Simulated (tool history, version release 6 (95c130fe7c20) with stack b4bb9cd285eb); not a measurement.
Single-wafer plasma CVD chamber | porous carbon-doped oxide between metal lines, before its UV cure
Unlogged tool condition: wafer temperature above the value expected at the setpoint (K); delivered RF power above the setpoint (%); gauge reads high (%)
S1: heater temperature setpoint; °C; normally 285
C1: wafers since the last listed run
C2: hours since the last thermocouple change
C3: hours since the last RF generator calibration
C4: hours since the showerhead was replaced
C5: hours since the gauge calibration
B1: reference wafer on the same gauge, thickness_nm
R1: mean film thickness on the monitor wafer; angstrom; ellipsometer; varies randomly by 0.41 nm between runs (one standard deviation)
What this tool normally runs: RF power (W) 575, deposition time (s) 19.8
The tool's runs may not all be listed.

Run 1, hour 0: usual settings but S1 277 °C, RF power (W) 660; C1 0; C2 1121.5; C3 832.9; C4 2381.2; C5 121.9; B1 140.924. Result: R1 1651.89 angstrom.
Run 2, hour 6.5: usual settings but S1 276 °C; C1 106; C2 1128; C3 839.4; C4 2387.7; C5 128.4; B1 140.986. Result: R1 1474.07 angstrom.
Run 3, hour 22.1: usual settings but S1 276 °C; C1 256; C2 1143.6; C3 855; C4 2403.3; C5 144; B1 141.14. Result: R1 1461.22 angstrom.
Run 4, hour 28.9: usual settings but deposition time (s) 17.1; C1 111; C2 1150.4; C3 861.8; C4 2410.1; C5 150.8; B1 140.808. Result: R1 1189.85 angstrom.
Run 5, hour 39.3: usual settings but deposition time (s) 17.1; C1 170; C2 1160.8; C3 872.2; C4 2420.5; C5 161.2; B1 141.098. Result: R1 1188.17 angstrom.
Run 6, hour 51: usual settings but deposition time (s) 17.1; C1 192; C2 1172.5; C3 883.9; C4 2432.2; C5 172.9; B1 140.885. Result: R1 1199.56 angstrom.
Run 7, hour 64.7: usual settings; C1 224; C2 1186.2; C3 897.6; C4 2445.9; C5 186.6; B1 141.009. Result: R1 1373.05 angstrom.
Run 8, hour 77.5: usual settings; C1 210; C2 1199; C3 910.4; C4 2458.7; C5 199.4; B1 140.885. Result: R1 1364.61 angstrom.
Run 9, hour 89.2: usual settings; C1 192; C2 1210.7; C3 922.1; C4 2470.4; C5 211.1; B1 140.89. Result: R1 1375.2 angstrom.
Run 10, hour 97.9: usual settings; C1 142; C2 1219.4; C3 930.8; C4 2479.1; C5 219.8; B1 140.853. Result: R1 1371.45 angstrom.
Run 11, hour 115.3: usual settings; C1 285; C2 1236.8; C3 948.2; C4 2496.5; C5 237.2; B1 141.053. Result: R1 1370.83 angstrom.
Run 12, hour 127: usual settings but RF power (W) 620; C1 192; C2 1248.5; C3 959.9; C4 2508.2; C5 248.9; B1 140.989. Result: R1 1476.05 angstrom.
Run 13, hour 144.1: usual settings but RF power (W) 620; C1 280; C2 1265.6; C3 977; C4 2525.3; C5 266; B1 140.82. Result: R1 1477.86 angstrom.
Run 14, hour 158.7: usual settings; C1 239; C2 1280.2; C3 991.6; C4 2539.9; C5 280.6; B1 141.172. Result: R1 1379.27 angstrom.
At hour 170.1: thermocouple changed; heater temperature recalibrated.
At hour 176: showerhead replaced, of another model than before.
At hour 177.1: gauge calibrated.
Run 15, hour 179: usual settings but S1 274 °C, RF power (W) 475, deposition time (s) 16.2; C1 105; C2 8.9; C3 1011.9; C4 3; C5 1.9; B1 141.044. Result: R1 1022.44 angstrom.
Run 16, hour 191: usual settings but S1 277 °C, RF power (W) 530, deposition time (s) 23.4; C1 196; C2 20.9; C3 1023.9; C4 15; C5 13.9; B1 141.071. Result: R1 1548.83 angstrom.
Run 17, hour 198.6: usual settings but deposition time (s) 16.1; C1 124; C2 28.5; C3 1031.5; C4 22.6; C5 21.5; B1 141.025. Result: R1 1081.73 angstrom.
Run 18, hour 212: usual settings but S1 279 °C, RF power (W) 485; C1 219; C2 41.9; C3 1044.9; C4 36; C5 34.9; B1 141.129. Result: R1 1222.93 angstrom.
At hour 229.3: RF generator calibrated.
Run 19, hour 229.8: usual settings but RF power (W) 525, deposition time (s) 17.4; C1 160; C2 59.7; C3 0.5; C4 53.8; C5 52.7; B1 141.078. Result: R1 1094.69 angstrom.
Run 20, hour 243.5: usual settings but RF power (W) 500; C1 224; C2 73.4; C3 14.2; C4 67.5; C5 66.4; B1 140.95. Result: R1 1203.51 angstrom.
Run 21, hour 261.1: usual settings; C1 288; C2 91; C3 31.8; C4 85.1; C5 84; B1 141.031. Result: R1 1334.54 angstrom.
Run 22, hour 290: usual settings but S1 299 °C, RF power (W) 665, deposition time (s) 23.2; C1 474; C2 119.9; C3 60.7; C4 114; C5 112.9; B1 141.046. Result: R1 1559.75 angstrom.
Run 23, hour 299.5: usual settings but S1 280 °C, RF power (W) 545, deposition time (s) 23.2; C1 155; C2 129.4; C3 70.2; C4 123.5; C5 122.4; B1 140.918. Result: R1 1557.01 angstrom.
Run 24, hour 314: usual settings but S1 299 °C, deposition time (s) 16.1; C1 237; C2 143.9; C3 84.7; C4 138; C5 136.9; B1 141.18. Result: R1 993.23 angstrom.
Run 25, hour 321.3: usual settings but RF power (W) 500; C1 119; C2 151.2; C3 92; C4 145.3; C5 144.2; B1 141.103. Result: R1 1208.73 angstrom.
Run 26, hour 328.3: usual settings but S1 275 °C; C1 114; C2 158.2; C3 99; C4 152.3; C5 151.2; B1 141.148. Result: R1 1437.11 angstrom.
Run 27, hour 337: usual settings but RF power (W) 500; C1 142; C2 166.9; C3 107.7; C4 161; C5 159.9; B1 140.889. Result: R1 1214.81 angstrom.
Run 28, hour 352: usual settings; C1 246; C2 181.9; C3 122.7; C4 176; C5 174.9; B1 141.045. Result: R1 1342.38 angstrom.
Run 29, hour 360.9: usual settings but S1 279 °C, RF power (W) 680, deposition time (s) 18.2; C1 146; C2 190.8; C3 131.6; C4 184.9; C5 183.8; B1 140.829. Result: R1 1444.35 angstrom.

4 ways to go on from here, each from the tool as it stands after run 29. What would each give?
Run A, hour 361.3: usual settings but S1 293 °C; C1 6; C2 191.2; C3 132; C4 185.3; C5 184.2; B1 ?. Result: R1 ?.
Run B, hour 361.3: usual settings but RF power (W) 645, deposition time (s) 22.2; C1 6; C2 191.2; C3 132; C4 185.3; C5 184.2; B1 ?. Result: R1 ?.
Run C, hour 361.3: usual settings but S1 291 °C, RF power (W) 665, deposition time (s) 16.5; C1 6; C2 191.2; C3 132; C4 185.3; C5 184.2; B1 ?. Result: R1 ?.
Run D, hour 361.3: usual settings but S1 295 °C, RF power (W) 510, deposition time (s) 15.9; C1 6; C2 191.2; C3 132; C4 185.3; C5 184.2; B1 ?. Result: R1 ?.

run       B1       R1
  A  141.181  1264.34
  B  141.181  1619.54
  C  141.181  1190.78
  D  141.181   925.61
With no hidden state in the tool, these same runs would have given:
run       R1
  A  1246.29
  B  1595.11
  C  1173.54
  D    912.5
